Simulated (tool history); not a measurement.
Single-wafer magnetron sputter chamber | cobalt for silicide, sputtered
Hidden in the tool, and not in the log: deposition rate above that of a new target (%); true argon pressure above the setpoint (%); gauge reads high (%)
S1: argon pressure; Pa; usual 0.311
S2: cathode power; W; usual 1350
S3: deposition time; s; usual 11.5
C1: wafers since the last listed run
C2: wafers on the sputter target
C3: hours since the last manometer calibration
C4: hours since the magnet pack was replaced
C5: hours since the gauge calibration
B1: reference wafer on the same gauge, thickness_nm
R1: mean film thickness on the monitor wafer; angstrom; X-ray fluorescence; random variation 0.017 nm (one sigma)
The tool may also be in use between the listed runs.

run	day	S1	S2	S3	C1	C2	C3	C4	C5	B1	R1
1	0	0.311	1350	11.5	0	3433	2113	10113.6	420.3	6.019	67.45
2	1.158	0.311	1350	11.5	916	4350	2140.8	10141.4	448.1	6.02	67.07
3	2.146	0.311	1350	11.5	781	5132	2164.5	10165.1	471.8	6.017	66.49
# day 2.804: sputter target and shields replaced
4	3.542	0.348	1350	11.5	840	583	2198	10198.6	505.3	6.02	67.69
5	4.067	0.311	1350	10.8	415	998	2210.6	10211.2	517.9	6.024	63.64
6	5.375	0.311	1350	10.8	1035	2034	2242	10242.6	549.3	6.021	63.69
7	6.342	0.259	1350	11.5	765	2799	2265.2	10265.8	572.5	6.017	68.08
# day 9.579: sputter target and shields replaced
8	9.6	0.259	1350	11.5	2315	16	2343.4	10344	650.7	6.018	68.44
# day 10.671: gauge calibrated
9	10.812	0.311	1350	9.8	959	976	2372.5	10373.1	3.4	6.022	57.86
10	11.817	0.311	1350	11.5	794	1770	2396.6	10397.2	27.5	6.017	67.58
11	12.504	0.311	1350	11.5	544	2315	2413.1	10413.7	44	6.014	67.55
12	14.004	0.311	1350	11.5	1187	3502	2449.1	10449.7	80	6.023	67.35
13	14.529	0.311	1200	11.5	415	3917	2461.7	10462.3	92.6	6.025	59.64
# day 15.208: capacitance manometer re-zeroed and calibrated
14	15.229	0.311	1350	11.5	290	4207	0.5	10479.1	109.4	6.017	66.92
15	16.458	0.311	1350	10.1	972	5180	30	10508.6	138.9	6.023	57.98
# day 17.546: sputter target and shields replaced
16	17.567	0.311	1350	10.1	613	15	56.6	10535.2	165.5	6.016	59.9
17	18.108	0.311	1350	11.5	428	444	69.6	10548.2	178.5	6.016	68.37
18	19.096	0.311	1350	13	781	1225	93.3	10571.9	202.2	6.014	76.89
19	20.446	0.311	1350	13	1068	2294	125.7	10604.3	234.6	6.018	76.73
20	21.158	0.197	1350	11.5	563	2858	142.8	10621.4	251.7	6.021	68.57
21	21.921	0.425	1550	12.5	603	3461	161.1	10639.7	270	6.016	82.28
22	22.592	0.421	1650	11.5	530	3992	177.2	10655.8	286.1	6.019	80.7
# day 23.267: magnet pack replaced
# day 23.988: sputter target and shields replaced
23	24.008	0.311	1150	11.5	593	17	211.2	17.8	320.1	6.024	57.7
24	24.525	0.372	1250	12.8	408	426	223.6	30.2	332.5	6.021	69.35
25	25.333	0.311	1650	11.5	639	1066	243	49.6	351.9	6.017	82.94
26	25.933	0.425	1550	12.5	474	1541	257.4	64	366.3	6.02	83.55
27	26.567	0.311	1450	11.5	501	2042	272.6	79.2	381.5	6.02	72.9
28	27.088	0.311	1050	11.5	412	2455	285.1	91.7	394	6.021	52.66
29	28.146	0.241	1550	13	837	3292	310.5	117.1	419.4	6.02	88.36
30	29.358	0.311	1100	11.5	959	4252	339.6	146.2	448.5	6.019	54.47
31	30.125	0.311	1350	11.5	606	4859	358	164.6	466.9	6.021	66.33
32	30.733	0.196	1350	10.4	481	5340	372.6	179.2	481.5	6.017	61
33	31.321	0.213	1250	12.1	464	5805	386.7	193.3	495.6	6.021	65.22
# day 31.829: sputter target and shields replaced
34	32.558	0.208	1650	11.5	715	578	416.4	223	525.3	6.02	84.95
35	33.217	0.209	1350	12.4	521	1099	432.2	238.8	541.1	6.023	74.97

How the hidden state differs across the entries between the runs, from the last listed run before each to the first after it:
Between runs 3 and 4: sputter target and shields replaced (day 2.804)
  deposition rate above that of a new target (%): -2.66 -> -0.43
  measured less the result without the state, R1: -1.82 -> -0.29 angstrom
Between runs 7 and 8: sputter target and shields replaced (day 9.579)
  deposition rate above that of a new target (%): -1.09 -> -0.273
  measured less the result without the state, R1: -0.76 -> -0.19 angstrom
Between runs 8 and 9: gauge calibrated (day 10.671)
  deposition rate above that of a new target (%): -0.273 -> -0.357
  measured less the result without the state, R1: -0.19 -> -0.2 angstrom
Between runs 13 and 14: capacitance manometer re-zeroed and calibrated (day 15.208)
  deposition rate above that of a new target (%): -1.63 -> -2.05
  measured less the result without the state, R1: -0.99 -> -1.39 angstrom
Between runs 15 and 16: sputter target and shields replaced (day 17.546)
  deposition rate above that of a new target (%): -2.9 -> -0.133
  measured less the result without the state, R1: -1.73 -> -0.08 angstrom
Between runs 22 and 23: magnet pack replaced (day 23.267); sputter target and shields replaced (day 23.988)
  deposition rate above that of a new target (%): -1.55 -> -0.387
  measured less the result without the state, R1: -1.26 -> -0.22 angstrom
Between runs 33 and 34: sputter target and shields replaced (day 31.829)
  deposition rate above that of a new target (%): -3.37 -> -0.128
  measured less the result without the state, R1: -2.28 -> -0.11 angstrom
